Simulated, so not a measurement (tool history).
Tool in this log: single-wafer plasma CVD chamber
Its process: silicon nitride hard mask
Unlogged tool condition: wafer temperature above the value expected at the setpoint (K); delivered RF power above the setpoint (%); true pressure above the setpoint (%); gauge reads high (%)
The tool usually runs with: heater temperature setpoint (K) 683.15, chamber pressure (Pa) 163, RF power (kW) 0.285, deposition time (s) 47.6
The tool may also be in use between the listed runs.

| run | hour | heater temperature setpoint (K) | chamber pressure (Pa) | RF power (kW) | deposition time (s) | wafers since the last listed run | hours since the last thermocouple change | hours since the last RF generator calibration | hours since the last manometer calibration | hours since the showerhead was replaced | hours since the gauge calibration | read-back reference wafer on the same gauge, thickness_nm | mean film thickness on the monitor wafer (Å) |
|---|---|---|---|---|---|---|---|---|---|---|---|---|---|
| 1 | 0 | 675.15 | 163 | 0.285 | 47.6 | 0 | 1345.7 | 1958.8 | 685.7 | 5543.7 | 366.1 | 60.181 | 517.88 |
| 2 | 11.6 | 683.15 | 163 | 0.285 | 49.8 | 254 | 1357.3 | 1970.4 | 697.3 | 5555.3 | 377.7 | 60.199 | 540.73 |
| 3 | 22.1 | 683.15 | 163 | 0.285 | 47.6 | 230 | 1367.8 | 1980.9 | 707.8 | 5565.8 | 388.2 | 60.206 | 515.12 |
| 4 | 37.4 | 683.15 | 163 | 0.285 | 47.6 | 335 | 1383.1 | 1996.2 | 723.1 | 5581.1 | 403.5 | 60.134 | 517.81 |
|  | 59.1 | RF generator calibrated |
| 5 | 59.6 | 683.15 | 163 | 0.285 | 47.6 | 311 | 1405.3 | 0.5 | 745.3 | 5603.3 | 425.7 | 60.208 | 516.31 |
| 6 | 65.2 | 683.15 | 163 | 0.285 | 47.6 | 122 | 1410.9 | 6.1 | 750.9 | 5608.9 | 431.3 | 60.218 | 516.4 |
|  | 81.9 | showerhead replaced |
| 7 | 82.4 | 683.15 | 163 | 0.33 | 47.6 | 201 | 1428.1 | 23.3 | 768.1 | 0.5 | 448.5 | 60.219 | 575.11 |
| 8 | 92.2 | 689.15 | 163 | 0.285 | 53.8 | 215 | 1437.9 | 33.1 | 777.9 | 10.3 | 458.3 | 60.267 | 582.64 |
| 9 | 100.1 | 683.15 | 163 | 0.23 | 47.6 | 173 | 1445.8 | 41 | 785.8 | 18.2 | 466.2 | 60.151 | 430.53 |
|  | 118.2 | capacitance manometer re-zeroed and calibrated |
| 10 | 118.7 | 683.15 | 163 | 0.285 | 47.6 | 232 | 1464.4 | 59.6 | 0.5 | 36.8 | 484.8 | 60.147 | 507.23 |
| 11 | 120 | 692.15 | 200 | 0.285 | 53.9 | 28 | 1465.7 | 60.9 | 1.8 | 38.1 | 486.1 | 60.263 | 604.49 |
|  | 122.9 | gauge calibrated |
| 12 | 133.8 | 683.15 | 163 | 0.285 | 47.6 | 302 | 1479.5 | 74.7 | 15.6 | 51.9 | 10.9 | 60.197 | 509.62 |
| 13 | 151 | 689.15 | 187 | 0.315 | 41.6 | 377 | 1496.7 | 91.9 | 32.8 | 69.1 | 28.1 | 60.199 | 494.66 |
| 14 | 166.4 | 683.15 | 179 | 0.245 | 47.6 | 338 | 1512.1 | 107.3 | 48.2 | 84.5 | 43.5 | 60.182 | 459.39 |
| 15 | 180.9 | 683.15 | 163 | 0.285 | 47.6 | 318 | 1526.6 | 121.8 | 62.7 | 99 | 58 | 60.195 | 507.95 |
|  | 195.4 | thermocouple changed; heater temperature recalibrated |
| 16 | 197.5 | 671.15 | 123 | 0.315 | 41.8 | 188 | 2.1 | 138.4 | 79.3 | 115.6 | 74.6 | 60.191 | 444.55 |
| 17 | 207.1 | 683.15 | 163 | 0.285 | 47.6 | 210 | 11.7 | 148 | 88.9 | 125.2 | 84.2 | 60.202 | 506.74 |
| 18 | 224.3 | 691.15 | 163 | 0.285 | 52.7 | 377 | 28.9 | 165.2 | 106.1 | 142.4 | 101.4 | 60.227 | 559.09 |
| 19 | 234.6 | 683.15 | 163 | 0.285 | 47.6 | 226 | 39.2 | 175.5 | 116.4 | 152.7 | 111.7 | 60.16 | 507.22 |
|  | 250.5 | capacitance manometer re-zeroed and calibrated, repeated, since the last time left the tool worse |
| 20 | 252.4 | 669.15 | 139 | 0.34 | 56 | 215 | 57 | 193.3 | 1.9 | 170.5 | 129.5 | 60.229 | 677.75 |
| 21 | 264.3 | 683.15 | 141 | 0.315 | 47.6 | 261 | 68.9 | 205.2 | 13.8 | 182.4 | 141.4 | 60.198 | 543.55 |
| 22 | 276.1 | 683.15 | 163 | 0.285 | 47.6 | 259 | 80.7 | 217 | 25.6 | 194.2 | 153.2 | 60.268 | 524.96 |
| 23 | 289.6 | 683.15 | 163 | 0.325 | 47.6 | 296 | 94.2 | 230.5 | 39.1 | 207.7 | 166.7 | 60.2 | 578.75 |
| 24 | 296.8 | 683.15 | 201 | 0.32 | 51.4 | 158 | 101.4 | 237.7 | 46.3 | 214.9 | 173.9 | 60.209 | 655.43 |
| 25 | 306.7 | 683.15 | 163 | 0.315 | 47.6 | 217 | 111.3 | 247.6 | 56.2 | 224.8 | 183.8 | 60.166 | 563.92 |
| 26 | 313 | 683.15 | 163 | 0.285 | 47.6 | 138 | 117.6 | 253.9 | 62.5 | 231.1 | 190.1 | 60.273 | 525.26 |
| 27 | 325.1 | 683.15 | 163 | 0.285 | 52.8 | 265 | 129.7 | 266 | 74.6 | 243.2 | 202.2 | 60.153 | 583.23 |
| 28 | 332.1 | 683.15 | 145 | 0.285 | 44.1 | 153 | 136.7 | 273 | 81.6 | 250.2 | 209.2 | 60.179 | 469.12 |

Predict each of these 5 candidate next runs independently; none follows another, all start after run 28:
| A | 332.5 | 683.15 | 163 | 0.285 | 47.6 | 8 | 137.1 | 273.4 | 82 | 250.6 | 209.6 | ? | ? |
| B | 332.5 | 673.15 | 173 | 0.285 | 47.6 | 8 | 137.1 | 273.4 | 82 | 250.6 | 209.6 | ? | ? |
| C | 332.5 | 683.15 | 135 | 0.335 | 47.6 | 8 | 137.1 | 273.4 | 82 | 250.6 | 209.6 | ? | ? |
| D | 332.5 | 674.15 | 163 | 0.285 | 55.5 | 8 | 137.1 | 273.4 | 82 | 250.6 | 209.6 | ? | ? |
| E | 332.5 | 683.15 | 124 | 0.25 | 51.7 | 8 | 137.1 | 273.4 | 82 | 250.6 | 209.6 | ? | ? |

| run | read-back reference wafer on the same gauge, thickness_nm | mean film thickness on the monitor wafer (Å) |
|---|---|---|
| A | 60.19 | 527.71 |
| B | 60.19 | 538.86 |
| C | 60.19 | 565.34 |
| D | 60.19 | 617.23 |
| E | 60.19 | 477.89 |
The same runs, with their run-to-run variation unchanged, on a tool lacking any hidden condition would have given:
| run | mean film thickness on the monitor wafer (Å) |
|---|---|
| A | 525.25 |
| B | 536.34 |
| C | 562.48 |
| D | 614.34 |
| E | 475.47 |
